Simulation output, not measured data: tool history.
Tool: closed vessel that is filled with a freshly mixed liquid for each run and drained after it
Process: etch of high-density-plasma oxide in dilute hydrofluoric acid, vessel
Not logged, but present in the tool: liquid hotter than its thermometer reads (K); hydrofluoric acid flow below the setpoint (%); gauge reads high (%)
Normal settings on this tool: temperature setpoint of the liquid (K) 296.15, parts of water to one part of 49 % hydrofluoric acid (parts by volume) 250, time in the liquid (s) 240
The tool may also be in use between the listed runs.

run	hour	temperature setpoint of the liquid (K)	parts of water to one part of 49 % hydrofluoric acid (parts by volume)	time in the liquid (s)	wafers since the last listed run	hours since the thermometer was replaced	hours since the hydrofluoric acid flow meter was replaced	hours since the gauge calibration	read-back film thickness of the high-density-plasma oxide reference wafer, read on the same gauge (nm)	thickness taken off the high-density-plasma oxide on a monitor wafer (angstrom)
1	0	295.15	250	240	0	2523.2	1689.3	166.6	30.034	32.73
2	16.8	295.15	250	240	997	2540	1706.1	183.4	29.999	32.49
3	69.5	295.15	250	240	3128	2592.7	1758.8	236.1	30.043	31.92
4	81	296.15	210	240	682	2604.2	1770.3	247.6	30.002	41.44
5	96.5	296.15	210	240	920	2619.7	1785.8	263.1	29.997	41.6
6	111.8	296.15	210	240	908	2635	1801.1	278.4	29.996	41.63
7	120	296.15	250	205	486	2643.2	1809.3	286.6	30.034	28.5
8	129.8	296.15	325	240	581	2653	1819.1	296.4	29.983	23.62
9	144.5	296.15	325	240	872	2667.7	1833.8	311.1	30.017	23.95
10	152.5	296.15	325	240	474	2675.7	1841.8	319.1	30.01	23.67
# hour 156.8: hydrofluoric acid flow meter replaced
11	169.4	296.15	250	240	944	2692.6	12.6	336	29.976	30.42
12	177.1	296.15	250	240	457	2700.3	20.3	343.7	29.994	30.01
13	184.2	299.65	250	345	421	2707.4	27.4	350.8	30.013	49.66
14	195.1	296.15	250	240	647	2718.3	38.3	361.7	30.001	30.24
# hour 197.7: thermometer replaced
# hour 218.2: hydrofluoric acid flow meter replaced, repeated, since the last time left the tool worse
15	234.5	296.15	250	240	2220	36.8	16.3	401.1	29.972	37.64
16	247.1	296.15	325	240	748	49.4	28.9	413.7	30	26.84
17	264.4	292.15	250	195	1027	66.7	46.2	431	30.002	25.95
18	279.5	293.65	250	240	896	81.8	61.3	446.1	30.022	33.85
# hour 280.4: gauge calibrated
19	330.3	300.65	310	120	3016	132.6	112.1	49.9	29.983	16.45
20	347.9	298.15	195	240	1044	150.2	129.7	67.5	30.023	53.93
21	360	299.65	145	110	718	162.3	141.8	79.6	30.035	37.38
22	369.2	296.15	325	365	546	171.5	151	88.8	29.974	40.29
23	376.8	300.65	250	240	451	179.1	158.6	96.4	30.005	43.22
24	393	299.65	370	195	961	195.3	174.8	112.6	30.051	20.63

Forecast each of these 5 alternatives for the next run:
A	393.7	296.15	250	240	41	196	175.5	113.3	?	?
B	393.7	296.15	165	160	41	196	175.5	113.3	?	?
C	393.7	296.15	250	120	41	196	175.5	113.3	?	?
D	393.7	296.15	250	130	41	196	175.5	113.3	?	?
E	393.7	294.15	250	325	41	196	175.5	113.3	?	?

run	read-back film thickness of the high-density-plasma oxide reference wafer, read on the same gauge (nm)	thickness taken off the high-density-plasma oxide on a monitor wafer (angstrom)
A	30.011	37.13
B	30.011	41.01
C	30.011	18.57
D	30.011	20.11
E	30.011	46.73
Stripped of hidden state, with their random variation kept, the same runs would have yielded:
run	thickness taken off the high-density-plasma oxide on a monitor wafer (angstrom)
A	37.56
B	41.46
C	18.78
D	20.35
E	47.27

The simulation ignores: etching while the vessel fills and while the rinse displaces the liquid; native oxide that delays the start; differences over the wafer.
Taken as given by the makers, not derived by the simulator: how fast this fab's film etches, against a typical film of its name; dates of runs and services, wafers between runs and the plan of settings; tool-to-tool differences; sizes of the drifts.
